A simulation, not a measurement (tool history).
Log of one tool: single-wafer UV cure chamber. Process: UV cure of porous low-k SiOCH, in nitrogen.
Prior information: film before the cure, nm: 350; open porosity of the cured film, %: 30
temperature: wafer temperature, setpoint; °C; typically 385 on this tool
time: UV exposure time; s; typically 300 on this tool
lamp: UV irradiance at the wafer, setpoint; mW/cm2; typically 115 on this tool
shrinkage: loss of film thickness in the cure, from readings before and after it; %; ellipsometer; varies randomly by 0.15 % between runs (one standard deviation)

| run | hour | temperature | time | lamp | shrinkage |
|---|---|---|---|---|---|
| 1 | 0.0 | 385 | 300 | 115 | 17.438 |
| 2 | 9.6 | 385 | 300 | 115 | 16.988 |
| 3 | 20.5 | 394 | 300 | 98 | 16.422 |
| 4 | 36.0 | 394 | 300 | 98 | 16.491 |
| 5 | 42.3 | 394 | 300 | 98 | 16.493 |
| 6 | 52.4 | 385 | 300 | 115 | 17.337 |
| 7 | 60.5 | 385 | 340 | 115 | 18.136 |
| 8 | 75.4 | 385 | 340 | 115 | 17.890 |
| 9 | 86.0 | 385 | 340 | 115 | 17.741 |
| 10 | 102.8 | 373 | 300 | 115 | 16.995 |
| 11 | 115.5 | 385 | 300 | 115 | 17.048 |
|  | 132.4 | UV bulbs replaced |
| 12 | 132.9 | 385 | 300 | 102 | 16.250 |
| 13 | 135.8 | 385 | 135 | 115 | 12.404 |
| 14 | 142.6 | 394 | 300 | 98 | 16.178 |
|  | 161.5 | quartz window cleaned |
| 15 | 162.0 | 377 | 165 | 135 | 15.581 |
| 16 | 174.0 | 385 | 300 | 115 | 18.724 |
| 17 | 183.8 | 385 | 405 | 100 | 19.295 |
| 18 | 190.5 | 404 | 480 | 87 | 20.103 |
| 19 | 202.5 | 369 | 300 | 147 | 19.310 |
| 20 | 212.5 | 385 | 300 | 115 | 17.865 |
| 21 | 219.4 | 385 | 230 | 148 | 17.869 |
| 22 | 230.4 | 395 | 300 | 115 | 18.052 |
| 23 | 262.0 | 385 | 300 | 102 | 17.182 |
| 24 | 278.3 | 394 | 300 | 98 | 17.096 |

Predict each of these 3 candidate next runs independently; none follows another, all start after run 24:
| A | 278.8 | 385 | 300 | 115 | ? |
| B | 278.8 | 376 | 245 | 153 | ? |
| C | 278.8 | 369 | 465 | 80 | ? |

| run | shrinkage |
|---|---|
| A | 17.586 |
| B | 17.872 |
| C | 17.644 |
With the hidden condition removed and each run's random variation left untouched, the same runs would have given:
| run | shrinkage |
|---|---|
| A | 18.515 |
| B | 18.804 |
| C | 18.574 |
